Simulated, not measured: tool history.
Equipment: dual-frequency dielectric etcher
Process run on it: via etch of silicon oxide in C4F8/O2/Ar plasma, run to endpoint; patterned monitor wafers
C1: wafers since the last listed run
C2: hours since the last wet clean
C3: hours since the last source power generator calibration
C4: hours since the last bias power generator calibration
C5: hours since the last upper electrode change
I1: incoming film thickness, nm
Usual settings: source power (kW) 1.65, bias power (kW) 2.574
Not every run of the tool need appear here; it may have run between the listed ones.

{"run": 1, "day": 0.0, "source power (kW)": 1.91, "bias power (kW)": 2.574, "C1": 0, "C2": 274.8, "C3": 2512.9, "C4": 2288.6, "C5": 2720.6, "I1": 1886.7, "endpoint time (s)": 360.9}
{"run": 2, "day": 2.896, "source power (kW)": 1.91, "bias power (kW)": 2.574, "C1": 350, "C2": 344.3, "C3": 2582.4, "C4": 2358.1, "C5": 2790.1, "I1": 1879.5, "endpoint time (s)": 362.8}
{"run": 3, "day": 4.708, "source power (kW)": 1.91, "bias power (kW)": 2.574, "C1": 219, "C2": 387.8, "C3": 2625.9, "C4": 2401.6, "C5": 2833.6, "I1": 1892.5, "endpoint time (s)": 366.2}
{"day": 6.788, "done": "wet clean of the chamber"}
{"run": 4, "day": 7.321, "source power (kW)": 1.65, "bias power (kW)": 2.574, "C1": 195, "C2": 12.8, "C3": 2688.6, "C4": 2464.3, "C5": 2896.3, "I1": 1871.9, "endpoint time (s)": 344.2}
{"run": 5, "day": 9.221, "source power (kW)": 1.65, "bias power (kW)": 2.574, "C1": 230, "C2": 58.4, "C3": 2734.2, "C4": 2509.9, "C5": 2941.9, "I1": 1892.5, "endpoint time (s)": 350.6}
{"day": 11.108, "done": "wet clean of the chamber, repeated, since the last time left the tool worse"}
{"run": 6, "day": 12.592, "source power (kW)": 1.65, "bias power (kW)": 2.574, "C1": 287, "C2": 35.6, "C3": 2815.1, "C4": 2590.8, "C5": 3022.8, "I1": 1880.5, "endpoint time (s)": 373.6}
{"run": 7, "day": 14.592, "source power (kW)": 1.93, "bias power (kW)": 2.06, "C1": 242, "C2": 83.6, "C3": 2863.1, "C4": 2638.8, "C5": 3070.8, "I1": 1883.2, "endpoint time (s)": 373}
{"day": 14.85, "done": "source power generator calibrated"}
{"run": 8, "day": 17.896, "source power (kW)": 1.65, "bias power (kW)": 2.574, "C1": 380, "C2": 162.9, "C3": 73.1, "C4": 2718.1, "C5": 3150.1, "I1": 1882, "endpoint time (s)": 378.2}
{"run": 9, "day": 21.558, "source power (kW)": 1.36, "bias power (kW)": 2.955, "C1": 443, "C2": 250.8, "C3": 161, "C4": 2806, "C5": 3238, "I1": 1891.1, "endpoint time (s)": 394}
{"day": 22.875, "done": "bias power generator calibrated"}
{"run": 10, "day": 23.642, "source power (kW)": 1.35, "bias power (kW)": 3.087, "C1": 232, "C2": 300.8, "C3": 211, "C4": 18.4, "C5": 3288, "I1": 1879.9, "endpoint time (s)": 387.4}
{"day": 28.333, "done": "upper electrode replaced"}
{"run": 11, "day": 28.354, "source power (kW)": 1.65, "bias power (kW)": 2.574, "C1": 449, "C2": 413.9, "C3": 324.1, "C4": 131.5, "C5": 0.5, "I1": 1901.4, "endpoint time (s)": 385}
{"day": 31.029, "done": "wet clean of the chamber"}
{"run": 12, "day": 31.05, "source power (kW)": 1.34, "bias power (kW)": 2.574, "C1": 205, "C2": 0.5, "C3": 388.8, "C4": 196.2, "C5": 65.2, "I1": 1893.9, "endpoint time (s)": 390.5}
{"run": 13, "day": 33.917, "source power (kW)": 2, "bias power (kW)": 2.023, "C1": 347, "C2": 69.3, "C3": 457.6, "C4": 265, "C5": 134, "I1": 1865.9, "endpoint time (s)": 362.6}
{"run": 14, "day": 35.5, "source power (kW)": 1.99, "bias power (kW)": 2.089, "C1": 191, "C2": 107.3, "C3": 495.6, "C4": 303, "C5": 172, "I1": 1893.7, "endpoint time (s)": 371.3}

What was the tool's hidden state at every run in the log?
source power that arrives over what is set, %: 0 on each run
bias power that arrives over what is set, %: 0 on each run
H1: etch rate over this chamber's usual, %
run=1 H1=-1.88
run=2 H1=-2.42
run=3 H1=-2.75
run=4 H1=6.49
run=5 H1=6.14
run=6 H1=-0.182
run=7 H1=-0.555
run=8 H1=-1.17
run=9 H1=-1.85
run=10 H1=-2.24
run=11 H1=-3.12
run=12 H1=-0.0297
run=13 H1=-0.564
run=14 H1=-0.859
